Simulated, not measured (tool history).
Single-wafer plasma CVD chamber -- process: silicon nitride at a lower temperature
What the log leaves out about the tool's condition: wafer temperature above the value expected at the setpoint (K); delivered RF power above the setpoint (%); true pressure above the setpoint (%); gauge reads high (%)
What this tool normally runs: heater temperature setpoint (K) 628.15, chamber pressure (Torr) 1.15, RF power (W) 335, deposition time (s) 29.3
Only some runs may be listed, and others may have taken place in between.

run	hour	heater temperature setpoint (K)	chamber pressure (Torr)	RF power (W)	deposition time (s)	wafers since the last listed run	hours since the last thermocouple change	hours since the last RF generator calibration	hours since the last manometer calibration	hours since the showerhead was replaced	hours since the gauge calibration	read-back reference wafer on the same gauge, thickness_nm	mean film thickness on the monitor wafer (nm)
1	0	638.15	1.15	335	29.3	0	2104.4	725.2	864.5	6199.4	358.5	37.085	32.577
2	12.5	628.15	1.15	335	29.3	181	2116.9	737.7	877	6211.9	371	37.127	32.444
3	26.5	628.15	1.15	335	29.3	202	2130.9	751.7	891	6225.9	385	37.049	32.751
4	43.3	628.15	1.15	335	29.3	243	2147.7	768.5	907.8	6242.7	401.8	37.041	32.623
# hour 53.7: thermocouple changed; heater temperature recalibrated
# hour 57: RF generator calibrated
5	60.3	628.15	1.15	350	29.3	81	6.6	3.3	924.8	6259.7	418.8	37.113	34.018
6	68.4	628.15	1.15	350	29.3	117	14.7	11.4	932.9	6267.8	426.9	37.166	34.022
7	85.1	628.15	1.15	350	29.3	242	31.4	28.1	949.6	6284.5	443.6	37.064	34.049
8	99.5	628.15	1.15	335	29.3	208	45.8	42.5	964	6298.9	458	37.215	33.391
9	113	616.15	0.96	305	29.3	195	59.3	56	977.5	6312.4	471.5	37.06	31.387
10	128.1	628.15	1.07	335	25.8	218	74.4	71.1	992.6	6327.5	486.6	37.069	29.106
# hour 136.8: gauge calibrated
11	142.8	637.15	0.87	295	27.3	213	89.1	85.8	1007.3	6342.2	6	37.093	28.235
# hour 155.5: capacitance manometer re-zeroed and calibrated
12	156	628.15	1.15	335	29.3	75	102.3	99	0.5	6355.4	19.2	37.121	33.326
13	167.3	622.15	1.15	380	25.9	163	113.6	110.3	11.8	6366.7	30.5	37.154	31.211
14	179.8	628.15	1.15	335	32.4	181	126.1	122.8	24.3	6379.2	43	37.134	36.658
15	194.5	628.15	1.15	335	29.3	213	140.8	137.5	39	6393.9	57.7	37.141	33.302
16	210.4	619.15	1.15	335	23.8	230	156.7	153.4	54.9	6409.8	73.6	37.158	27.079
17	226.6	628.15	1.15	335	29.3	234	172.9	169.6	71.1	6426	89.8	37.102	33.386
# hour 234.8: showerhead replaced
18	242.4	642.15	1.15	290	29.3	113	188.7	185.4	86.9	7.6	105.6	37.148	31.145
19	257.3	628.15	0.93	335	29.3	216	203.6	200.3	101.8	22.5	120.5	37.09	32.173
20	271.3	628.15	1.08	335	29.3	202	217.6	214.3	115.8	36.5	134.5	37.085	32.877
21	287.1	628.15	1.15	335	29.3	229	233.4	230.1	131.6	52.3	150.3	37.133	33.362
22	297.5	628.15	1.15	335	29.3	150	243.8	240.5	142	62.7	160.7	37.116	33.027
23	314.1	619.15	1.28	280	26.6	240	260.4	257.1	158.6	79.3	177.3	37.096	28.172
24	329.5	617.15	1.15	295	29.3	223	275.8	272.5	174	94.7	192.7	37.108	31.591
25	336.1	641.15	1.41	280	29.3	95	282.4	279.1	180.6	101.3	199.3	37.046	31.476
26	348.4	628.15	0.88	335	29.3	178	294.7	291.4	192.9	113.6	211.6	37.096	32.047
27	362.4	628.15	1.15	335	34.9	202	308.7	305.4	206.9	127.6	225.6	37.124	39.617
28	374.6	640.15	1.15	305	29.3	176	320.9	317.6	219.1	139.8	237.8	37.109	31.729

Alternative continuations, all from the tool just after run 28; predict every row:
A	375	628.15	1.15	335	29.3	5	321.3	318	219.5	140.2	238.2	?	?
B	375	622.15	0.87	335	25.7	5	321.3	318	219.5	140.2	238.2	?	?
C	375	618.15	1.15	395	26.2	5	321.3	318	219.5	140.2	238.2	?	?
D	375	636.15	1.38	270	29.3	5	321.3	318	219.5	140.2	238.2	?	?
E	375	643.15	1.15	335	29.3	5	321.3	318	219.5	140.2	238.2	?	?

run	read-back reference wafer on the same gauge, thickness_nm	mean film thickness on the monitor wafer (nm)
A	37.107	33.223
B	37.107	28.061
C	37.107	32.097
D	37.107	30.972
E	37.107	33.054
The same runs, with their run-to-run variation unchanged, on a tool lacking any hidden condition would have given:
run	mean film thickness on the monitor wafer (nm)
A	33.735
B	28.493
C	32.584
D	31.474
E	33.562
